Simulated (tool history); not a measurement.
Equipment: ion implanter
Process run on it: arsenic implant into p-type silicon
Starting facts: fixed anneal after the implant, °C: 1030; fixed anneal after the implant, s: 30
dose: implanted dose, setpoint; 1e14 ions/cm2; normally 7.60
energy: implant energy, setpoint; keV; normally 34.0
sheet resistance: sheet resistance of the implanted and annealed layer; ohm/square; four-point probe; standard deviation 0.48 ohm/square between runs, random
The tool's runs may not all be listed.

run   hour  dose  energy  wafers since the last listed run  hours since the last dose calibration  hours since the extraction supply was calibrated  hours since the gauge calibration  read-back reference wafer on the same gauge, sheet resistance  sheet resistance
  1    0.0  7.60    34.0                                 0                                 1457.0                                            4848.1                              532.3                                                         117.10            140.22
  2   31.3  7.60    34.0                               536                                 1488.3                                            4879.4                              563.6                                                         117.02            140.17
  3   45.2  7.60    34.0                               238                                 1502.2                                            4893.3                              577.5                                                         116.98            140.06
  4  122.0  7.60    34.0                              1317                                 1579.0                                            4970.1                              654.3                                                         117.15            140.27
  5  142.9  7.60    34.0                               358                                 1599.9                                            4991.0                              675.2                                                         116.99            139.45
  6  163.0  7.60    34.0                               344                                 1620.0                                            5011.1                              695.3                                                         116.93            139.14
  7  179.6  7.60    34.0                               284                                 1636.6                                            5027.7                              711.9                                                         116.86            140.05
  8  204.4  7.60    34.0                               425                                 1661.4                                            5052.5                              736.7                                                         117.09            138.92
  9  223.4  6.65    34.0                               325                                 1680.4                                            5071.5                              755.7                                                         117.04            154.21
     253.0  -- extraction supply calibrated
 10  253.5  6.65    34.0                               378                                 1710.5                                               0.5                              785.8                                                         117.01            154.08
 11  280.2  7.60    34.0                               457                                 1737.2                                              27.2                              812.5                                                         117.06            139.82
 12  307.0  7.60    34.0                               459                                 1764.0                                              54.0                              839.3                                                         116.96            139.86
 13  324.1  7.60    34.0                               293                                 1781.1                                              71.1                              856.4                                                         117.07            139.35
 14  348.4  6.65    42.5                               416                                 1805.4                                              95.4                              880.7                                                         117.00            149.45
 15  362.3  6.65    42.5                               238                                 1819.3                                             109.3                              894.6                                                         116.95            148.83
     370.6  -- gauge calibrated
 16  391.9  7.60    34.0                               507                                 1848.9                                             138.9                               21.3                                                         117.01            139.35
 17  421.1  7.60    34.0                               500                                 1878.1                                             168.1                               50.5                                                         117.15            139.88
 18  435.3  7.60    34.0                               243                                 1892.3                                             182.3                               64.7                                                         117.08            139.23

Predict the results of run 19:
 19  464.2  9.13    23.5                               495                                 1921.2                                             211.2                               93.6                                                              ?                 ?

For run 19 the tool returned read-back reference wafer on the same gauge, sheet resistance 117.13, sheet resistance 128.90 ohm/square.
Were there no unlogged condition in the tool, this run, its random variation unchanged, would have produced sheet resistance 128.90 ohm/square.
